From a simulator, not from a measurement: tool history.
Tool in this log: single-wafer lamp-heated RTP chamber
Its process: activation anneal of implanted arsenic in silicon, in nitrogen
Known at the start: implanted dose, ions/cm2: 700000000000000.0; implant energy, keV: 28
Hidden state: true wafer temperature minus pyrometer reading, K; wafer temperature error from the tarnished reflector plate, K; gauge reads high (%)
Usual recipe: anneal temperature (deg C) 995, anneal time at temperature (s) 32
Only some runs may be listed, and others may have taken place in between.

run    hour  anneal temperature (deg C)  anneal time at temperature (s)  wafers since the last listed run  wafers since the last pyrometer calibration  wafers since the reflector plate was cleaned  hours since the gauge calibration  read-back reference wafer on the same gauge, sheet resistance  sheet resistance of the implanted and annealed layer (ohm/square)
  1     0.0                         995                              32                                 0                                         4339                                         12839                             1907.8                                                         155.33                                                             140.39
       37.4  -- pyrometer window cleaned and pyrometer calibrated
       93.4  -- reflector plate cleaned
  2    98.5                         995                              32                               802                                          516                                            49                             2006.3                                                         155.35                                                             141.90
  3   193.1                         995                              32                               919                                         1436                                           969                             2100.9                                                         154.91                                                             140.83
  4   294.3                         995                              32                               983                                         2420                                          1952                             2202.1                                                         154.67                                                             139.52
  5   397.2                         995                              32                              1000                                         3420                                          2953                             2305.0                                                         154.61                                                             140.75
  6   493.5                         995                              32                               936                                         4356                                          3889                             2401.3                                                         154.10                                                             140.70
  7   544.9                        1018                              41                               499                                         4856                                          4389                             2452.7                                                         153.77                                                             137.79
      599.0  -- pyrometer window cleaned and pyrometer calibrated
  8   600.9                        1018                              41                               466                                           18                                          4856                             2508.7                                                         153.84                                                             137.37
  9   818.5                        1018                              41                              2115                                         2134                                          6971                             2726.3                                                         153.22                                                             135.52
 10   859.0                         982                              32                               393                                         2527                                          7365                             2766.8                                                         153.11                                                             141.97
 11   908.6                         995                              32                               482                                         3010                                          7847                             2816.4                                                         152.78                                                             139.53
 12  1010.3                         995                              32                               988                                         3998                                          8836                             2918.1                                                         152.63                                                             138.70
     1052.4  -- pyrometer window cleaned and pyrometer calibrated
 13  1115.7                         995                              22                               946                                          615                                          9783                             3023.5                                                         152.08                                                             140.63
 14  1203.0                         995                              32                               848                                         1463                                         10632                             3110.8                                                         151.70                                                             137.97
 15  1261.6                        1009                              51                               569                                         2033                                         11201                             3169.4                                                         151.77                                                             134.34
 16  1365.3                        1007                              48                              1008                                         3041                                         12210                             3273.1                                                         151.16                                                             134.29
     1435.2  -- gauge calibrated
 17  1471.9                        1005                              51                              1036                                         4078                                         13246                               36.7                                                         157.07                                                             139.51
 18  1519.6                         995                              32                               463                                         4541                                         13710                               84.4                                                         156.96                                                             143.03
 19  1559.8                         995                              49                               390                                         4932                                         14101                              124.6                                                         157.02                                                             141.32
     1575.4  -- pyrometer window cleaned and pyrometer calibrated
     1735.0  -- reflector plate cleaned
 20  1830.4                         995                              32                              2475                                         2401                                           927                              395.2                                                         156.80                                                             142.95
 21  1906.2                         995                              32                               736                                         3138                                          1664                              471.0                                                         156.80                                                             142.47
 22  1949.2                        1015                              47                               418                                         3556                                          2082                              514.0                                                         157.13                                                             138.69
 23  2070.0                         995                              43                              1174                                         4730                                          3257                              634.8                                                         156.81                                                             141.10
     2141.7  -- pyrometer window cleaned and pyrometer calibrated
 24  2378.6                        1003                              27                              2922                                         2303                                          6179                              943.4                                                         156.50                                                             142.31
 25  2446.2                         981                              20                               657                                         2960                                          6836                             1011.0                                                         156.58                                                             145.86
 26  2483.4                         995                              32                               361                                         3322                                          7198                             1048.2                                                         156.47                                                             142.36

For each entry between runs, how does the tool's hidden state at the last listed run before it compare with that at the first listed run after it?
Logged between run 1 and run 2: pyrometer window cleaned and pyrometer calibrated (hour 37.4); reflector plate cleaned (hour 93.4)
  gauge reads high (%): -0.998 -> -1.14
  difference, measured minus the result without the unlogged condition, sheet resistance of the implanted and annealed layer (ohm/square): -1.42 -> -1.64
Logged between run 7 and run 8: pyrometer window cleaned and pyrometer calibrated (hour 599.0)
  gauge reads high (%): -1.89 -> -1.99
  difference, measured minus the result without the unlogged condition, sheet resistance of the implanted and annealed layer (ohm/square): -2.66 -> -2.79
Logged between run 12 and run 13: pyrometer window cleaned and pyrometer calibrated (hour 1052.4)
  gauge reads high (%): -2.83 -> -3.06
  difference, measured minus the result without the unlogged condition, sheet resistance of the implanted and annealed layer (ohm/square): -4.03 -> -4.44
Logged between run 16 and run 17: gauge calibrated (hour 1435.2)
  gauge reads high (%): -3.65 -> -0.00886
  difference, measured minus the result without the unlogged condition, sheet resistance of the implanted and annealed layer (ohm/square): -5.08 -> -0.01
Logged between run 19 and run 20: pyrometer window cleaned and pyrometer calibrated (hour 1575.4); reflector plate cleaned (hour 1735.0)
  gauge reads high (%): -0.0142 -> -0.0669
  difference, measured minus the result without the unlogged condition, sheet resistance of the implanted and annealed layer (ohm/square): -0.02 -> -0.09
Logged between run 23 and run 24: pyrometer window cleaned and pyrometer calibrated (hour 2141.7)
  gauge reads high (%): -0.159 -> -0.342
  difference, measured minus the result without the unlogged condition, sheet resistance of the implanted and annealed layer (ohm/square): -0.22 -> -0.49
